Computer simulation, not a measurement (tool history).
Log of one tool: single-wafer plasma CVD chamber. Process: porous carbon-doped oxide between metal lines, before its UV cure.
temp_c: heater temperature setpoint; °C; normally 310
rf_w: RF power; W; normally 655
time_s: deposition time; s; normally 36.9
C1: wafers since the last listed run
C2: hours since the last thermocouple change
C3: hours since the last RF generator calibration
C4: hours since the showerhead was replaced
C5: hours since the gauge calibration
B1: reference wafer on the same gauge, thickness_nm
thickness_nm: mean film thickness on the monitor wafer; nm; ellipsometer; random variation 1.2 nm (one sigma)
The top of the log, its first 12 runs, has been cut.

Run 13, hour 337.5: usual settings; C1 485; C2 1297.4; C3 15.6; C4 4899.0; C5 941.4; B1 201.882. Result: thickness_nm 233.202 nm.
At hour 425.8: thermocouple changed; heater temperature recalibrated.
At hour 429.7: gauge calibrated.
Run 14, hour 432.9: usual settings; C1 2812; C2 7.1; C3 111.0; C4 4994.4; C5 3.2; B1 201.989. Result: thickness_nm 238.606 nm.
Run 15, hour 458.5: usual settings; C1 823; C2 32.7; C3 136.6; C4 5020.0; C5 28.8; B1 202.074. Result: thickness_nm 239.764 nm.
Run 16, hour 473.1: usual settings but temp_c 307 °C; C1 469; C2 47.3; C3 151.2; C4 5034.6; C5 43.4; B1 201.975. Result: thickness_nm 243.976 nm.
Run 17, hour 506.2: usual settings; C1 1064; C2 80.4; C3 184.3; C4 5067.7; C5 76.5; B1 202.092. Result: thickness_nm 238.102 nm.
Run 18, hour 539.9: usual settings but temp_c 319 °C; C1 1084; C2 114.1; C3 218.0; C4 5101.4; C5 110.2; B1 202.216. Result: thickness_nm 225.028 nm.
Run 19, hour 575.8: usual settings but temp_c 296 °C, rf_w 590 W, time_s 42.2 s; C1 1155; C2 150.0; C3 253.9; C4 5137.3; C5 146.1; B1 201.902. Result: thickness_nm 278.949 nm.
Run 20, hour 595.5: usual settings but rf_w 535 W; C1 633; C2 169.7; C3 273.6; C4 5157.0; C5 165.8; B1 202.063. Result: thickness_nm 208.739 nm.
At hour 614.8: showerhead replaced.
Run 21, hour 619.5: usual settings; C1 514; C2 193.7; C3 297.6; C4 4.7; C5 189.8; B1 201.843. Result: thickness_nm 239.342 nm.
Run 22, hour 637.5: usual settings but temp_c 300 °C, rf_w 730 W, time_s 40.3 s; C1 579; C2 211.7; C3 315.6; C4 22.7; C5 207.8; B1 201.947. Result: thickness_nm 295.669 nm.
Run 23, hour 671.4: usual settings; C1 1090; C2 245.6; C3 349.5; C4 56.6; C5 241.7; B1 202.024. Result: thickness_nm 235.879 nm.
Run 24, hour 693.5: usual settings; C1 711; C2 267.7; C3 371.6; C4 78.7; C5 263.8; B1 201.919. Result: thickness_nm 235.739 nm.
Run 25, hour 722.7: usual settings but temp_c 322 °C; C1 939; C2 296.9; C3 400.8; C4 107.9; C5 293.0; B1 202.332. Result: thickness_nm 219.818 nm.
Run 26, hour 739.6: usual settings but temp_c 304 °C, rf_w 610 W, time_s 43.4 s; C1 543; C2 313.8; C3 417.7; C4 124.8; C5 309.9; B1 201.906. Result: thickness_nm 274.959 nm.
Run 27, hour 762.6: usual settings but temp_c 301 °C, time_s 34.2 s; C1 740; C2 336.8; C3 440.7; C4 147.8; C5 332.9; B1 202.104. Result: thickness_nm 235.100 nm.
Run 28, hour 780.6: usual settings; C1 579; C2 354.8; C3 458.7; C4 165.8; C5 350.9; B1 202.118. Result: thickness_nm 235.190 nm.
Run 29, hour 808.9: usual settings but temp_c 296 °C, rf_w 620 W, time_s 41.0 s; C1 910; C2 383.1; C3 487.0; C4 194.1; C5 379.2; B1 201.751. Result: thickness_nm 273.197 nm.
Run 30, hour 835.2: usual settings but temp_c 324 °C, rf_w 765 W, time_s 31.6 s; C1 846; C2 409.4; C3 513.3; C4 220.4; C5 405.5; B1 202.014. Result: thickness_nm 207.013 nm.
Run 31, hour 861.4: usual settings but rf_w 780 W, time_s 33.0 s; C1 842; C2 435.6; C3 539.5; C4 246.6; C5 431.7; B1 202.061. Result: thickness_nm 238.460 nm.
Run 32, hour 879.7: usual settings but temp_c 322 °C, rf_w 720 W, time_s 31.5 s; C1 588; C2 453.9; C3 557.8; C4 264.9; C5 450.0; B1 201.911. Result: thickness_nm 200.447 nm.
Run 33, hour 903.9: usual settings but temp_c 324 °C, rf_w 735 W, time_s 42.4 s; C1 778; C2 478.1; C3 582.0; C4 289.1; C5 474.2; B1 201.801. Result: thickness_nm 266.528 nm.

Run 34 comes next. What will it give?
Run 34, hour 930.3: usual settings but time_s 42.5 s; C1 849; C2 504.5; C3 608.4; C4 315.5; C5 500.6; B1 ?. Result: thickness_nm ?.

B1: 202.182
thickness_nm: 268.152 nm
Had the tool carried no hidden state, the very same run would have given thickness_nm 275.114 nm.
